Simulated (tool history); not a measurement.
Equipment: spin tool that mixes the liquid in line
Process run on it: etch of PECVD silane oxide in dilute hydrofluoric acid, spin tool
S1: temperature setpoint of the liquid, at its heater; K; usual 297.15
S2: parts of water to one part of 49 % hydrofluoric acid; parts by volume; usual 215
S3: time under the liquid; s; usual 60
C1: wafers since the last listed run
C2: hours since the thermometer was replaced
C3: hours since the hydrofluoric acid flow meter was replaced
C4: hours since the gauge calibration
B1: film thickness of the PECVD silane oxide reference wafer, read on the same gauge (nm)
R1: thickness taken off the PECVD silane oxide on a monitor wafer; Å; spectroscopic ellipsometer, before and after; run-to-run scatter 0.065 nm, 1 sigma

Run 1, hour 0.0: usual settings; C1 0; C2 963.3; C3 1122.1; C4 853.0; B1 49.95. Result: R1 80.4 Å.
Run 2, hour 73.7: usual settings; C1 905; C2 1037.0; C3 1195.8; C4 926.7; B1 49.94. Result: R1 81.5 Å.
At hour 76.0: thermometer replaced.
Run 3, hour 175.0: usual settings; C1 1232; C2 99.0; C3 1297.1; C4 1028.0; B1 50.00. Result: R1 73.8 Å.
Run 4, hour 450.5: usual settings; C1 3386; C2 374.5; C3 1572.6; C4 1303.5; B1 50.02. Result: R1 76.0 Å.
Run 5, hour 540.1: usual settings; C1 1101; C2 464.1; C3 1662.2; C4 1393.1; B1 50.01. Result: R1 76.2 Å.
Run 6, hour 608.3: usual settings but S1 298.65 K; C1 838; C2 532.3; C3 1730.4; C4 1461.3; B1 49.99. Result: R1 81.3 Å.
Run 7, hour 710.5: usual settings but S1 298.65 K; C1 1256; C2 634.5; C3 1832.6; C4 1563.5; B1 49.98. Result: R1 82.9 Å.
Run 8, hour 747.1: usual settings but S1 298.65 K; C1 449; C2 671.1; C3 1869.2; C4 1600.1; B1 50.03. Result: R1 83.4 Å.
Run 9, hour 846.3: usual settings but S1 293.65 K, S2 255 parts by volume; C1 1219; C2 770.3; C3 1968.4; C4 1699.3; B1 50.02. Result: R1 55.8 Å.
Run 10, hour 932.7: usual settings but S1 293.65 K, S2 255 parts by volume; C1 1062; C2 856.7; C3 2054.8; C4 1785.7; B1 49.94. Result: R1 56.6 Å.
At hour 978.5: thermometer replaced.
Run 11, hour 1017.8: usual settings but S1 293.65 K, S2 290 parts by volume, S3 25 s; C1 1033; C2 39.3; C3 2139.9; C4 1870.8; B1 50.04. Result: R1 18.7 Å.
At hour 1085.6: gauge calibrated.
Run 12, hour 1090.4: usual settings but S1 294.65 K, S2 245 parts by volume, S3 35 s; C1 892; C2 111.9; C3 2212.5; C4 4.8; B1 50.00. Result: R1 34.4 Å.
At hour 1165.8: hydrofluoric acid flow meter replaced.
Run 13, hour 1173.4: usual settings; C1 1007; C2 194.9; C3 7.6; C4 87.8; B1 50.03. Result: R1 77.0 Å.
Run 14, hour 1264.1: usual settings but S2 280 parts by volume, S3 80 s; C1 1114; C2 285.6; C3 98.3; C4 178.5; B1 49.95. Result: R1 72.7 Å.
Run 15, hour 1355.0: usual settings but S1 293.65 K, S2 255 parts by volume; C1 1117; C2 376.5; C3 189.2; C4 269.4; B1 50.00. Result: R1 54.6 Å.
Run 16, hour 1405.5: usual settings but S2 160 parts by volume, S3 80 s; C1 620; C2 427.0; C3 239.7; C4 319.9; B1 49.98. Result: R1 146.1 Å.
Run 17, hour 1464.4: usual settings but S1 295.15 K, S3 30 s; C1 724; C2 485.9; C3 298.6; C4 378.8; B1 49.98. Result: R1 35.9 Å.
Run 18, hour 1519.1: usual settings; C1 672; C2 540.6; C3 353.3; C4 433.5; B1 50.04. Result: R1 77.6 Å.
Run 19, hour 1706.6: usual settings but S3 90 s; C1 2304; C2 728.1; C3 540.8; C4 621.0; B1 50.00. Result: R1 119.5 Å.
Run 20, hour 1787.5: usual settings but S2 150 parts by volume, S3 40 s; C1 994; C2 809.0; C3 621.7; C4 701.9; B1 50.04. Result: R1 81.0 Å.
Run 21, hour 1885.3: usual settings; C1 1202; C2 906.8; C3 719.5; C4 799.7; B1 50.02. Result: R1 81.3 Å.

Here are 3 independent what-if runs from the current tool condition. What would each one return?
Run A, hour 1885.7: usual settings but S3 50 s; C1 4; C2 907.2; C3 719.9; C4 800.1; B1 ?. Result: R1 ?.
Run B, hour 1885.7: usual settings but S2 175 parts by volume; C1 4; C2 907.2; C3 719.9; C4 800.1; B1 ?. Result: R1 ?.
Run C, hour 1885.7: usual settings but S1 293.15 K; C1 4; C2 907.2; C3 719.9; C4 800.1; B1 ?. Result: R1 ?.

run     B1     R1
  A  50.02   66.6
  B  50.02  102.8
  C  50.02   69.1
Take away the tool's hidden state, keep each run's random variation, and the runs would have read:
run    R1
  A  61.0
  B  93.9
  C  63.0

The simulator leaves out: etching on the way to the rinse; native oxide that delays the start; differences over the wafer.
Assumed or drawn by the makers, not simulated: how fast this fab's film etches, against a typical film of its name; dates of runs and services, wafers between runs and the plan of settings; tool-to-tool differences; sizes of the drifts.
